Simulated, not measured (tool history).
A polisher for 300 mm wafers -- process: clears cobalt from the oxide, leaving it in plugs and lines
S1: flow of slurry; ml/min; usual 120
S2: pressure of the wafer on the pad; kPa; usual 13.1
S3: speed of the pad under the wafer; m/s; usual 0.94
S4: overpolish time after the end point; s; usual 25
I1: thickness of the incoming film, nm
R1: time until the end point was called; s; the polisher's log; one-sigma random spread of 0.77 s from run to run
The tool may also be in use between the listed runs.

{"run": 1, "hour": 0.0, "S1": 120, "S2": 13.1, "S3": 0.94, "S4": 25, "I1": 312.2, "R1": 61.6}
{"run": 2, "hour": 52.3, "S1": 120, "S2": 13.1, "S3": 0.94, "S4": 25, "I1": 305.1, "R1": 58.5}
{"run": 3, "hour": 117.4, "S1": 120, "S2": 13.1, "S3": 0.94, "S4": 25, "I1": 307.3, "R1": 61.7}
{"hour": 150.6, "done": "worn pad replaced by a new one"}
{"run": 4, "hour": 152.9, "S1": 120, "S2": 13.1, "S3": 0.94, "S4": 25, "I1": 310.0, "R1": 61.8}
{"hour": 195.8, "done": "slurry nozzle cleaned"}
{"run": 5, "hour": 205.5, "S1": 120, "S2": 13.1, "S3": 0.94, "S4": 25, "I1": 308.5, "R1": 62.3}
{"run": 6, "hour": 242.4, "S1": 120, "S2": 13.1, "S3": 0.94, "S4": 25, "I1": 308.5, "R1": 61.4}
{"run": 7, "hour": 302.0, "S1": 110, "S2": 16.5, "S3": 0.94, "S4": 25, "I1": 311.2, "R1": 51.8}
{"hour": 418.2, "done": "worn pad replaced by a new one"}
{"hour": 456.6, "done": "slurry nozzle cleaned"}
{"run": 8, "hour": 515.6, "S1": 110, "S2": 16.5, "S3": 0.94, "S4": 25, "I1": 310.0, "R1": 52.3}
{"run": 9, "hour": 559.5, "S1": 110, "S2": 16.5, "S3": 0.94, "S4": 25, "I1": 305.0, "R1": 51.9}
{"run": 10, "hour": 604.8, "S1": 120, "S2": 13.1, "S3": 0.94, "S4": 25, "I1": 313.5, "R1": 61.9}
{"hour": 659.9, "done": "worn pad replaced by a new one"}
{"run": 11, "hour": 660.4, "S1": 120, "S2": 13.1, "S3": 0.94, "S4": 25, "I1": 309.9, "R1": 63.1}
{"hour": 701.5, "done": "slurry nozzle cleaned"}
{"hour": 708.8, "done": "head pressure recalibrated"}
{"run": 12, "hour": 711.6, "S1": 120, "S2": 13.1, "S3": 0.94, "S4": 25, "I1": 312.1, "R1": 61.1}
{"run": 13, "hour": 772.0, "S1": 120, "S2": 16.5, "S3": 0.94, "S4": 28, "I1": 310.3, "R1": 49.6}
{"run": 14, "hour": 797.1, "S1": 145, "S2": 13.1, "S3": 0.94, "S4": 30, "I1": 307.2, "R1": 58.7}
{"run": 15, "hour": 829.0, "S1": 120, "S2": 16.5, "S3": 0.94, "S4": 28, "I1": 313.4, "R1": 49.2}
{"run": 16, "hour": 860.3, "S1": 110, "S2": 15.2, "S3": 0.94, "S4": 11, "I1": 316.2, "R1": 56.6}
{"run": 17, "hour": 908.7, "S1": 120, "S2": 13.1, "S3": 0.94, "S4": 25, "I1": 310.8, "R1": 61.2}
{"run": 18, "hour": 938.3, "S1": 120, "S2": 15.2, "S3": 1.18, "S4": 25, "I1": 313.0, "R1": 42.6}
{"hour": 948.7, "done": "worn pad replaced by a new one, of another model than before"}
{"run": 19, "hour": 979.4, "S1": 120, "S2": 13.1, "S3": 0.94, "S4": 25, "I1": 309.8, "R1": 60.7}
{"hour": 1012.5, "done": "slurry nozzle cleaned"}
{"run": 20, "hour": 1050.0, "S1": 120, "S2": 9.7, "S3": 1.12, "S4": 36, "I1": 310.4, "R1": 61.5}
{"run": 21, "hour": 1084.4, "S1": 120, "S2": 17.2, "S3": 0.94, "S4": 25, "I1": 308.5, "R1": 52.5}
{"run": 22, "hour": 1143.9, "S1": 120, "S2": 9.0, "S3": 0.94, "S4": 31, "I1": 305.7, "R1": 71.9}
{"run": 23, "hour": 1202.2, "S1": 120, "S2": 13.1, "S3": 0.84, "S4": 14, "I1": 316.2, "R1": 66.7}
{"hour": 1244.3, "done": "worn pad replaced by a new one"}
{"run": 24, "hour": 1246.9, "S1": 120, "S2": 15.2, "S3": 1.06, "S4": 25, "I1": 309.2, "R1": 53.1}
{"hour": 1259.0, "done": "slurry nozzle cleaned"}
{"run": 25, "hour": 1309.8, "S1": 120, "S2": 13.1, "S3": 0.94, "S4": 25, "I1": 310.8, "R1": 62.4}
{"run": 26, "hour": 1345.3, "S1": 120, "S2": 13.1, "S3": 0.94, "S4": 25, "I1": 308.3, "R1": 59.8}
{"run": 27, "hour": 1372.3, "S1": 120, "S2": 15.2, "S3": 0.94, "S4": 34, "I1": 313.6, "R1": 58.1}
{"run": 28, "hour": 1417.2, "S1": 85, "S2": 13.1, "S3": 0.94, "S4": 25, "I1": 313.5, "R1": 70.8}

4 ways to go on from here, each from the tool as it stands after run 28. What would each give?
{"run": "A", "hour": 1417.7, "S1": 120, "S2": 13.1, "S3": 0.94, "S4": 38, "I1": 309.8, "R1": "?"}
{"run": "B", "hour": 1417.7, "S1": 80, "S2": 9.7, "S3": 1.24, "S4": 10, "I1": 309.8, "R1": "?"}
{"run": "C", "hour": 1417.7, "S1": 140, "S2": 14.5, "S3": 0.64, "S4": 21, "I1": 309.8, "R1": "?"}
{"run": "D", "hour": 1417.7, "S1": 120, "S2": 13.1, "S3": 1.18, "S4": 25, "I1": 309.8, "R1": "?"}

run=A R1=61.2
run=B R1=68.6
run=C R1=70.3
run=D R1=52.6
Had the tool no hidden state, the same runs would have come out as:
run=A R1=59.9
run=B R1=67.2
run=C R1=68.9
run=D R1=51.5

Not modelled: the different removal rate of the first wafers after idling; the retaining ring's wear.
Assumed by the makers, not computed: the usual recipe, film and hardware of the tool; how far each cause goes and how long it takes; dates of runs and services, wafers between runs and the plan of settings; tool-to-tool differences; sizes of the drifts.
